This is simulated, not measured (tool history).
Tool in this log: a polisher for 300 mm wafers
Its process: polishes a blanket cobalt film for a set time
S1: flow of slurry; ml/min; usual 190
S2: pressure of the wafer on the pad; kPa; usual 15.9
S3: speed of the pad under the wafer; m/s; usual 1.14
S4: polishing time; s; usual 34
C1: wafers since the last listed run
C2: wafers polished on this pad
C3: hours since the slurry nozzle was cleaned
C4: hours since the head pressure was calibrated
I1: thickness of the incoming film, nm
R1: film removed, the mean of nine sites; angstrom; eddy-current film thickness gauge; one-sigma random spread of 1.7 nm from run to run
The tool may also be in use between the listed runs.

run	hour	S1	S2	S3	S4	C1	C2	C3	C4	I1	R1
1	0.0	190	15.9	1.14	34	0	6684	387.4	795.4	638.9	2134
# hour 47.1: head pressure recalibrated
2	60.1	190	15.9	1.14	34	789	7473	447.5	13.0	637.9	2264
# hour 93.4: worn pad replaced by a new one
3	156.6	160	15.9	1.14	34	1256	858	544.0	109.5	645.8	2135
4	207.1	160	15.9	1.14	34	686	1544	594.5	160.0	637.4	2144
5	302.5	190	15.9	1.14	34	1296	2840	689.9	255.4	642.7	2212
6	339.3	190	15.9	1.14	34	499	3340	726.7	292.2	634.8	2211
# hour 352.2: slurry nozzle cleaned
7	444.1	190	15.9	1.14	34	1410	4751	91.9	397.0	646.1	2373
8	507.0	190	15.9	1.14	34	854	5605	154.8	459.9	639.1	2284
9	556.0	190	15.9	1.14	34	665	6271	203.8	508.9	647.2	2244
10	610.6	190	15.9	1.14	34	741	7013	258.4	563.5	639.6	2242
# hour 668.0: worn pad replaced by a new one
11	673.8	190	15.9	1.14	34	804	79	321.6	626.7	643.7	2193
12	769.2	190	15.9	1.14	34	1296	1375	417.0	722.1	634.8	2123
13	864.9	190	15.9	1.14	34	1300	2675	512.7	817.8	638.9	2066
# hour 894.6: head pressure recalibrated
14	943.5	190	15.9	1.14	34	1040	3715	591.3	48.9	644.5	2266
# hour 987.6: slurry nozzle cleaned
15	1027.9	190	15.9	1.14	34	1133	4848	40.3	133.3	647.5	2431
16	1072.7	190	15.9	1.14	34	608	5457	85.1	178.1	642.6	2413
17	1121.4	190	15.9	1.14	34	661	6119	133.8	226.8	647.8	2351
# hour 1142.3: worn pad replaced by a new one
18	1158.4	190	15.9	1.14	34	448	218	170.8	263.8	634.9	2351
19	1246.6	235	15.9	1.14	28	1198	1417	259.0	352.0	635.2	1961
20	1283.8	190	15.9	1.14	34	505	1922	296.2	389.2	648.3	2274
21	1375.3	140	20.0	1.14	25	1243	3165	387.7	480.7	635.0	1889
22	1466.9	130	11.0	0.88	34	1244	4409	479.3	572.3	631.7	1160
23	1508.2	190	18.6	1.30	34	561	4970	520.6	613.6	642.5	2834
24	1604.7	190	15.9	0.90	38	1310	6281	617.1	710.1	632.0	1954
# hour 1633.2: slurry nozzle cleaned
# hour 1634.6: worn pad replaced by a new one
25	1668.3	140	11.7	1.36	41	831	457	35.1	773.7	640.8	2302
# hour 1670.7: head pressure recalibrated
26	1762.9	190	20.0	1.14	34	1257	1715	129.7	92.2	627.3	2875
27	1804.9	130	12.4	0.92	39	570	2286	171.7	134.2	647.3	1652
28	1901.8	190	15.9	1.14	34	1316	3602	268.6	231.1	631.6	2255
29	1938.5	190	15.9	1.26	24	498	4101	305.3	267.8	634.3	1711
30	2021.5	190	15.9	1.02	45	1127	5228	388.3	350.8	640.6	2660
31	2115.5	190	15.9	1.14	34	1277	6505	482.3	444.8	636.4	2137
32	2160.5	140	13.1	1.34	46	611	7117	527.3	489.8	629.1	2554
# hour 2207.7: worn pad replaced by a new one
33	2213.7	225	19.3	1.14	44	668	81	580.5	543.0	632.6	3384
34	2263.1	190	15.9	1.14	34	671	752	629.9	592.4	633.1	2070
35	2307.3	190	15.9	1.32	34	600	1352	674.1	636.6	641.9	2330
36	2361.7	165	15.9	1.48	38	739	2091	728.5	691.0	651.5	2762
37	2407.1	140	13.1	1.34	46	616	2708	773.9	736.4	643.5	2427
# hour 2441.1: slurry nozzle cleaned
38	2453.6	190	15.9	1.14	34	618	3326	12.5	782.9	642.9	2219

What would each run have given without the hidden state, its run-to-run variation left as it was?
What the log doesn't record here: removal rate lost through wear of the pad, %; slurry flow missing at the pad, %; deviation of the head's pressure from its setpoint, %.
run	R1
1	2440
2	2457
3	2375
4	2398
5	2458
6	2466
7	2474
8	2430
9	2425
10	2463
11	2456
12	2445
13	2447
14	2452
15	2441
16	2452
17	2420
18	2443
19	2063
20	2437
21	2116
22	1340
23	3199
24	2256
25	2513
26	3028
27	1792
28	2454
29	1876
30	2969
31	2432
32	3023
33	3872
34	2427
35	2758
36	3356
37	3037
38	2456
